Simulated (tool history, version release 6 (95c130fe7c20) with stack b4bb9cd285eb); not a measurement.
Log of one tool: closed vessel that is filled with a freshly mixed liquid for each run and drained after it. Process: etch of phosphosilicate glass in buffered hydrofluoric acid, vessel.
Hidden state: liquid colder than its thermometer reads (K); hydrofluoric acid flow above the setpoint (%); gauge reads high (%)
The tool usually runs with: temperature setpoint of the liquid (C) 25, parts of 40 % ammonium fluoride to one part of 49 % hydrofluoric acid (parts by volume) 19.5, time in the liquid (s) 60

run   hour  temperature setpoint of the liquid (C)  parts of 40 % ammonium fluoride to one part of 49 % hydrofluoric acid (parts by volume)  time in the liquid (s)  wafers since the last listed run  hours since the thermometer was replaced  hours since the hydrofluoric acid flow meter was replaced  hours since the gauge calibration  read-back film thickness of the phosphosilicate glass reference wafer, read on the same gauge (nm)  thickness taken off the phosphosilicate glass on a monitor wafer (nm)
  1      0                                      25                                                                                     19.5                      60                                 0                                    2571.1                                                      831.5                              299.7                                                                                              119.97                                                                    147
  2   13.9                                      25                                                                                     24.5                      60                              1254                                      2585                                                      845.4                              313.6                                                                                              119.98                                                                 121.06
  3   23.9                                      25                                                                                     24.5                      60                               902                                      2595                                                      855.4                              323.6                                                                                                 120                                                                  121.6
  4   30.2                                      25                                                                                     24.5                      60                               568                                    2601.3                                                      861.7                              329.9                                                                                              120.02                                                                 123.36
  5   36.6                                      25                                                                                     13.5                      60                               577                                    2607.7                                                      868.1                              336.3                                                                                              119.99                                                                 208.44
  6   46.9                                      25                                                                                     13.5                      60                               929                                      2618                                                      878.4                              346.6                                                                                              119.98                                                                 209.03
  7   56.3                                      25                                                                                     13.5                      60                               848                                    2627.4                                                      887.8                                356                                                                                              119.97                                                                 209.18
  8   72.7                                      25                                                                                     19.5                      60                              1480                                    2643.8                                                      904.2                              372.4                                                                                              119.99                                                                 145.01
  9   86.4                                      25                                                                                     19.5                      60                              1236                                    2657.5                                                      917.9                              386.1                                                                                                 120                                                                 144.64
 10   95.7                                      25                                                                                     19.5                      60                               839                                    2666.8                                                      927.2                              395.4                                                                                              120.03                                                                 143.15
 11  112.9                                      25                                                                                     19.5                      60                              1552                                      2684                                                      944.4                              412.6                                                                                              120.01                                                                 142.62
 12  128.7                                      25                                                                                     19.5                      60                              1425                                    2699.8                                                      960.2                              428.4                                                                                              119.95                                                                 140.81
 13  136.3                                    21.5                                                                                       24                      40                               685                                    2707.4                                                      967.8                                436                                                                                              119.99                                                                  67.18
     145.1  -- hydrofluoric acid flow meter replaced
 14  152.9                                      25                                                                                       23                      90                              1407                                      2724                                                        7.8                              452.6                                                                                              120.01                                                                 191.94
 15  160.2                                      25                                                                                       22                      50                               658                                    2731.3                                                       15.1                              459.9                                                                                              119.99                                                                 107.38
 16  171.3                                    26.5                                                                                     27.5                      35                              1001                                    2742.4                                                       26.2                                471                                                                                              120.03                                                                  71.06
     176.6  -- thermometer replaced
 17  184.7                                      25                                                                                     19.5                      60                              1119                                       8.1                                                       39.6                              484.4                                                                                              119.97                                                                 167.28
 18  199.3                                      22                                                                                     19.5                      60                              1317                                      22.7                                                       54.2                                499                                                                                                 120                                                                  143.7
 19  211.2                                      30                                                                                       25                      30                              1073                                      34.6                                                       66.1                              510.9                                                                                              119.98                                                                     91
 20  221.2                                      25                                                                                       25                      60                               902                                      44.6                                                       76.1                              520.9                                                                                              119.98                                                                 143.64
     225.3  -- gauge calibrated
 21  231.5                                      29                                                                                     25.5                      90                               929                                      54.9                                                       86.4                                6.2                                                                                              120.02                                                                 260.52
 22  248.2                                      25                                                                                     19.5                      60                              1507                                      71.6                                                      103.1                               22.9                                                                                              120.02                                                                 167.76
 23  263.3                                    23.5                                                                                     19.5                      30                              1362                                      86.7                                                      118.2                                 38                                                                                              120.01                                                                  77.49
 24  278.7                                      25                                                                                     19.5                      45                              1389                                     102.1                                                      133.6                               53.4                                                                                              120.01                                                                 128.15
 25  291.4                                      25                                                                                     19.5                      60                              1146                                     114.8                                                      146.3                               66.1                                                                                              119.99                                                                 166.41
 26  299.8                                      25                                                                                     19.5                      60                               758                                     123.2                                                      154.7                               74.5                                                                                              119.98                                                                 166.42
 27  315.3                                    21.5                                                                                       15                      50                              1398                                     138.7                                                      170.2                                 90                                                                                              119.99                                                                 148.87
 28  325.1                                      25                                                                                     19.5                      60                               884                                     148.5                                                        180                               99.8                                                                                              120.02                                                                 168.16
 29  336.1                                      29                                                                                       16                      85                               992                                     159.5                                                        191                              110.8                                                                                                 120                                                                 357.35
 30  344.7                                      25                                                                                     14.5                      30                               776                                     168.1                                                      199.6                              119.4                                                                                              119.98                                                                 112.62
 31  351.7                                      25                                                                                     23.5                      80                               631                                     175.1                                                      206.6                              126.4                                                                                              120.03                                                                 193.24
 32  363.2                                    29.5                                                                                     19.5                      60                              1037                                     186.6                                                      218.1                              137.9                                                                                                 120                                                                 213.16

For each run, the measured value with the value that run would have given without the tool's hidden condition subtracted. The run-to-run variation is shared by both, the gauge scatter possibly not:
run  thickness taken off the phosphosilicate glass on a monitor wafer (nm)
  1                                                                 -26.03
  2                                                                 -21.66
  3                                                                 -21.83
  4                                                                 -22.15
  5                                                                 -37.36
  6                                                                 -37.61
  7                                                                 -37.77
  8                                                                 -26.44
  9                                                                 -26.46
 10                                                                 -26.29
 11                                                                 -26.38
 12                                                                 -26.14
 13                                                                 -12.84
 14                                                                 -36.07
 15                                                                 -20.17
 16                                                                 -13.31
 17                                                                  -0.55
 18                                                                  -0.64
 19                                                                  -0.44
 20                                                                  -0.79
 21                                                                  -1.54
 22                                                                  -1.19
 23                                                                   -0.6
 24                                                                  -1.12
 25                                                                  -1.55
 26                                                                  -1.63
 27                                                                  -1.58
 28                                                                  -1.84
 29                                                                     -4
 30                                                                  -1.35
 31                                                                  -2.44
 32                                                                  -2.72
